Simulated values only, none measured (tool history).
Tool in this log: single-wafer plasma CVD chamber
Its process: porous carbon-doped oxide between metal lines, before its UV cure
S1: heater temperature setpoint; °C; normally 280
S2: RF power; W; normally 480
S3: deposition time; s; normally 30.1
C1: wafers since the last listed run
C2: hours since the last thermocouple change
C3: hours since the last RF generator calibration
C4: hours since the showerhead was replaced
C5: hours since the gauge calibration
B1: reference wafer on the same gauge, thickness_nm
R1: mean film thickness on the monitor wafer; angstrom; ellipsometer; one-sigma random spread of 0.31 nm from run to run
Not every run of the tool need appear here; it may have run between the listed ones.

run   hour   S1   S2    S3   C1      C2      C3      C4     C5       B1       R1
  1    0.0  280  480  30.1    0  1740.1  1445.4  7402.6  291.0  145.893  1585.77
  2   15.0  280  480  30.1  272  1755.1  1460.4  7417.6  306.0  145.989  1586.38
  3   22.9  280  480  30.1  143  1763.0  1468.3  7425.5  313.9  146.001  1582.42
  4   37.3  280  480  28.3  261  1777.4  1482.7  7439.9  328.3  146.017  1498.21
  5   46.3  280  480  28.3  163  1786.4  1491.7  7448.9  337.3  146.075  1492.32
  6   66.3  280  480  28.3  362  1806.4  1511.7  7468.9  357.3  145.966  1494.94
  7   82.9  270  480  33.8  301  1823.0  1528.3  7485.5  373.9  146.055  1907.46
  8   89.9  270  480  33.8  127  1830.0  1535.3  7492.5  380.9  145.956  1905.58
  9   96.0  280  505  33.1  110  1836.1  1541.4  7498.6  387.0  146.065  1769.86
 10  113.5  280  505  33.1  317  1853.6  1558.9  7516.1  404.5  146.013  1766.95
 11  129.4  280  480  26.9  288  1869.5  1574.8  7532.0  420.4  145.958  1416.08
     142.4  -- showerhead replaced
 12  145.2  280  480  26.9  141  1885.3  1590.6     2.8  436.2  146.146  1417.22
 13  154.1  280  480  26.9  161  1894.2  1599.5    11.7  445.1  146.069  1414.85
 14  164.4  280  480  30.1  186  1904.5  1609.8    22.0  455.4  146.122  1579.59
     181.3  -- RF generator calibrated
 15  181.8  280  480  30.1  170  1921.9     0.5    39.4  472.8  145.853  1641.65
 16  198.9  280  480  30.1  310  1939.0    17.6    56.5  489.9  145.912  1637.05
 17  209.4  275  555  30.1  190  1949.5    28.1    67.0  500.4  146.018  1797.85
     214.3  -- gauge calibrated
 18  217.6  271  565  33.1  148  1957.7    36.3    75.2    3.3  146.089  2033.91
 19  225.3  274  555  27.0  139  1965.4    44.0    82.9   11.0  145.924  1627.36
 20  239.7  266  430  25.7  261  1979.8    58.4    97.3   25.4  145.958  1502.07
 21  254.2  280  480  35.7  263  1994.3    72.9   111.8   39.9  146.035  1930.38
 22  270.0  284  385  24.8  286  2010.1    88.7   127.6   55.7  146.037  1216.71
 23  283.3  280  480  30.1  241  2023.4   102.0   140.9   69.0  146.022  1637.07
 24  300.9  280  480  30.1  319  2041.0   119.6   158.5   86.6  145.919  1634.59
     318.8  -- thermocouple changed; heater temperature recalibrated
 25  319.3  280  550  25.1  188     0.5   138.0   176.9  105.0  145.951  1440.72
 26  326.2  280  390  33.6  125     7.4   144.9   183.8  111.9  145.980  1684.78
 27  342.6  280  480  30.1  297    23.8   161.3   200.2  128.3  146.126  1639.63
 28  351.4  280  480  31.7  159    32.6   170.1   209.0  137.1  146.107  1717.21
 29  389.4  280  400  28.2  689    70.6   208.1   247.0  175.1  145.996  1434.54
 30  398.8  280  445  30.1  170    80.0   217.5   256.4  184.5  145.943  1595.52
 31  415.0  280  405  33.5  294    96.2   233.7   272.6  200.7  145.962  1702.65
 32  425.6  280  405  33.5  192   106.8   244.3   283.2  211.3  146.113  1699.14
 33  435.7  294  435  24.2  183   116.9   254.4   293.3  221.4  145.959  1158.10
 34  449.1  280  505  31.9  243   130.3   267.8   306.7  234.8  146.016  1761.89

List, for all runs, the conditions of the tool that the log does not record:
wafer temperature above the value expected at the setpoint (K): 0 across all the runs
gauge reads high (%): 0 across all the runs
H1: delivered RF power above the setpoint (%)
run      H1
  1   -8.37
  2   -8.52
  3   -8.59
  4   -8.73
  5   -8.82
  6   -9.02
  7   -9.19
  8   -9.26
  9   -9.32
 10    -9.5
 11   -9.66
 12   -9.83
 13   -9.92
 14     -10
 15  -0.241
 16  -0.242
 17  -0.244
 18  -0.246
 19  -0.248
 20  -0.253
 21  -0.259
 22  -0.267
 23  -0.276
 24  -0.289
 25  -0.304
 26  -0.311
 27  -0.327
 28  -0.337
 29  -0.385
 30  -0.398
 31  -0.422
 32  -0.439
 33  -0.455
 34  -0.479
